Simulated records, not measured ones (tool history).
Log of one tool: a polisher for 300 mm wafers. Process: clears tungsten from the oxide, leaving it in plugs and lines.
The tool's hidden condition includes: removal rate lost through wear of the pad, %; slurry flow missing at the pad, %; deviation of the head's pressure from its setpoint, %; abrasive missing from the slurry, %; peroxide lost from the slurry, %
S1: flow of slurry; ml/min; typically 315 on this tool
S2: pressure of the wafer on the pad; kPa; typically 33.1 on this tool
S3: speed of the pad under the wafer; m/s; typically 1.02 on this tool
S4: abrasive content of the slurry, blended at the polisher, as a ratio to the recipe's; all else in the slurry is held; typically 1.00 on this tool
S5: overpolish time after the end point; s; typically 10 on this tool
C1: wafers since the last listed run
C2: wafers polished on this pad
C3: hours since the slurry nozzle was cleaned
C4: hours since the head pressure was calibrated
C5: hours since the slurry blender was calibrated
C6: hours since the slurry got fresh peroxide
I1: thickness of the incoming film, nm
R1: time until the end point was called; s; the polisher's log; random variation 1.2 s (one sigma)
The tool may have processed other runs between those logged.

run,hour,S1,S2,S3,S4,S5,C1,C2,C3,C4,C5,C6,I1,R1
1,0.0,315,33.1,1.02,1.00,10,0,1361,240.1,214.1,233.4,2.0,520.4,81.4
2,38.7,315,33.1,1.02,1.00,7,262,1624,278.8,252.8,272.1,40.7,531.1,83.0
3,71.9,315,33.1,1.02,1.00,7,225,1849,312.0,286.0,305.3,73.9,516.3,82.4
# hour 133.7: slurry nozzle cleaned
# hour 154.6: worn pad replaced by a new one
4,165.5,315,33.1,1.02,0.80,10,601,73,31.8,379.6,398.9,167.5,515.4,83.7
5,199.8,315,33.1,1.02,0.80,10,232,306,66.1,413.9,433.2,201.8,510.9,82.9
# hour 216.5: slurry blender recalibrated
6,231.4,315,39.3,1.02,1.00,10,200,507,97.7,445.5,14.9,233.4,527.5,73.9
7,292.3,315,39.3,1.02,1.00,10,413,920,158.6,506.4,75.8,294.3,524.2,72.7
# hour 310.1: slurry tank refilled with fresh slurry and peroxide
# hour 460.5: worn pad replaced by a new one
8,473.0,315,33.1,1.02,1.00,6,1192,84,339.3,687.1,256.5,162.9,511.9,80.0
9,499.7,315,33.1,1.02,1.00,10,181,265,366.0,713.8,283.2,189.6,525.0,83.1
10,557.0,215,33.1,1.02,0.75,5,388,654,423.3,771.1,340.5,246.9,514.4,88.6
# hour 573.0: slurry nozzle cleaned
11,595.5,315,33.1,1.02,0.80,10,254,909,22.5,809.6,379.0,285.4,520.3,84.7
# hour 653.7: slurry tank refilled with fresh slurry and peroxide
12,654.2,315,33.1,1.02,1.00,10,391,1301,81.2,868.3,437.7,0.5,527.5,81.7
# hour 674.6: slurry blender recalibrated
13,718.5,225,36.5,0.92,1.00,10,422,1723,145.5,932.6,43.9,64.8,528.2,89.3
14,753.3,315,33.1,1.02,0.80,10,236,1960,180.3,967.4,78.7,99.6,520.9,83.0

What will run 15 give?
# hour 801.2: worn pad replaced by a new one
15,813.7,315,36.5,1.28,0.75,10,382,84,240.7,1027.8,139.1,160.0,525.4,?

R1: 63.9 s
Without the tool's hidden state the same run would have given R1 63.9 s.
